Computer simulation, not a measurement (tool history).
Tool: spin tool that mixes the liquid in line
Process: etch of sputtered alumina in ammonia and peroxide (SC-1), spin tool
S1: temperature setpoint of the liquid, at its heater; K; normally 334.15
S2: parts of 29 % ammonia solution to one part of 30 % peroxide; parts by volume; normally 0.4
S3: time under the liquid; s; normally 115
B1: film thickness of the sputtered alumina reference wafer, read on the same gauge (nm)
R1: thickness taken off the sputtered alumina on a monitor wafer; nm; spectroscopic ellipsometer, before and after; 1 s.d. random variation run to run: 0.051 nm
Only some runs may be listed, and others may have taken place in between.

run,hour,S1,S2,S3,B1,R1
1,0,334.15,0.4,115,100.01,7.64
2,31.3,334.15,0.4,115,100,7.63
3,133.7,334.15,0.4,115,99.99,7.6
4,169,334.15,0.4,115,99.95,7.68
5,187.5,334.15,0.4,115,100.03,7.52
# hour 197.6: new drum of ammonia solution connected
6,199.6,334.15,0.4,115,99.99,7.59
# hour 208.4: ammonia flow meter replaced
7,211.8,334.15,0.4,115,99.96,7.69
# hour 239.6: thermometer replaced
8,245.7,334.15,0.4,115,100.02,7.64
# hour 247.7: heated supply line repaired
9,279.6,334.15,0.4,115,99.97,7.6
10,311.2,334.15,0.4,115,100,7.56
11,343.9,328.65,0.4,155,99.93,7.64
12,373,334.15,0.4,75,99.98,4.96
13,389.6,327.15,0.6,155,99.98,7.28
14,414.3,334.15,0.4,115,100.03,7.62
# hour 442.1: gauge calibrated
15,442.3,334.15,0.4,115,100,7.64
16,472.5,334.15,0.2,115,99.99,7.2
17,508.1,328.65,0.4,155,100.04,7.73
18,530.3,338.65,0.5,170,100.03,14.46
19,560.1,334.15,0.55,115,100.02,7.84
20,589.9,334.15,0.4,80,99.99,5.32
21,611.3,334.15,0.4,80,99.97,5.28
22,657.6,329.65,0.3,45,100.01,2.28
23,685.7,331.65,0.55,140,100,8.32
24,721.4,334.15,0.4,115,100.01,7.64

Alternative continuations, all from the tool just after run 24; predict every row:
A,721.8,334.15,0.4,115,?,?
B,721.8,326.15,0.25,165,?,?
C,721.8,334.15,0.4,185,?,?
D,721.8,343.15,0.4,165,?,?
E,721.8,331.15,0.4,70,?,?

run,B1,R1
A,99.99,7.7
B,99.99,6.95
C,99.99,12.39
D,99.99,17.24
E,99.99,4.02
Had the tool no hidden state, the same runs would have come out as:
run,R1
A,7.7
B,6.95
C,12.39
D,17.24
E,4.02
